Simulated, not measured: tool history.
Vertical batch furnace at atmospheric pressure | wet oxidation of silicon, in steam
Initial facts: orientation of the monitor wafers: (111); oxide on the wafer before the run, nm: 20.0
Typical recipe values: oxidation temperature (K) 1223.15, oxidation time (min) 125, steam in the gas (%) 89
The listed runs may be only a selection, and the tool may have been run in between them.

| run | hour | oxidation temperature (K) | oxidation time (min) | steam in the gas (%) | wafers since the last listed run | hours since the last temperature calibration | hours since the steam generator was serviced | hours since the gauge calibration | read-back reference wafer on the same gauge, thickness | oxide thickness on the monitor wafer (nm) |
|---|---|---|---|---|---|---|---|---|---|---|
| 1 | 0 | 1223.15 | 125 | 89 | 0 | 2725.1 | 518.4 | 104.5 | 534.71 | 495.8 |
| 2 | 48 | 1223.15 | 125 | 89 | 450 | 2773.1 | 566.4 | 152.5 | 534.04 | 502.87 |
| 3 | 100 | 1223.15 | 125 | 89 | 488 | 2825.1 | 618.4 | 204.5 | 535.08 | 500.52 |
| 4 | 145.2 | 1223.15 | 97.5 | 89 | 424 | 2870.3 | 663.6 | 249.7 | 535.67 | 426.6 |
| 5 | 209.9 | 1223.15 | 97.5 | 89 | 607 | 2935 | 728.3 | 314.4 | 535.31 | 423.71 |
|  | 437.3 | thermocouples replaced and temperature profile calibrated |
| 6 | 510.6 | 1223.15 | 125 | 89 | 2596 | 73.3 | 1029 | 615.1 | 535.96 | 502.48 |
| 7 | 587.5 | 1223.15 | 125 | 89 | 721 | 150.2 | 1105.9 | 692 | 534.22 | 498.64 |
| 8 | 638.2 | 1223.15 | 66 | 89 | 475 | 200.9 | 1156.6 | 742.7 | 534.8 | 330.34 |
|  | 730.6 | gauge calibrated |
|  | 754.4 | steam generator serviced |
| 9 | 754.9 | 1205.15 | 125 | 89 | 869 | 317.6 | 0.5 | 24.3 | 534.54 | 443.31 |
| 10 | 792.8 | 1223.15 | 181.5 | 89 | 355 | 355.5 | 38.4 | 62.2 | 534.91 | 632.05 |
| 11 | 835.2 | 1223.15 | 125 | 78 | 397 | 397.9 | 80.8 | 104.6 | 534.56 | 460.86 |
| 12 | 909.9 | 1223.15 | 125 | 96 | 701 | 472.6 | 155.5 | 179.3 | 534.4 | 521.87 |
| 13 | 984.6 | 1223.15 | 125 | 89 | 701 | 547.3 | 230.2 | 254 | 535.41 | 500.71 |
| 14 | 1024.7 | 1237.15 | 125 | 89 | 376 | 587.4 | 270.3 | 294.1 | 535.08 | 546.07 |

Run-by-run hidden state of the tool:
true tube temperature minus thermocouple reading, K: 0 at every run
steam share off its setpoint, % of the setpoint: 0 at every run
gauge reads high (%): 0 at every run

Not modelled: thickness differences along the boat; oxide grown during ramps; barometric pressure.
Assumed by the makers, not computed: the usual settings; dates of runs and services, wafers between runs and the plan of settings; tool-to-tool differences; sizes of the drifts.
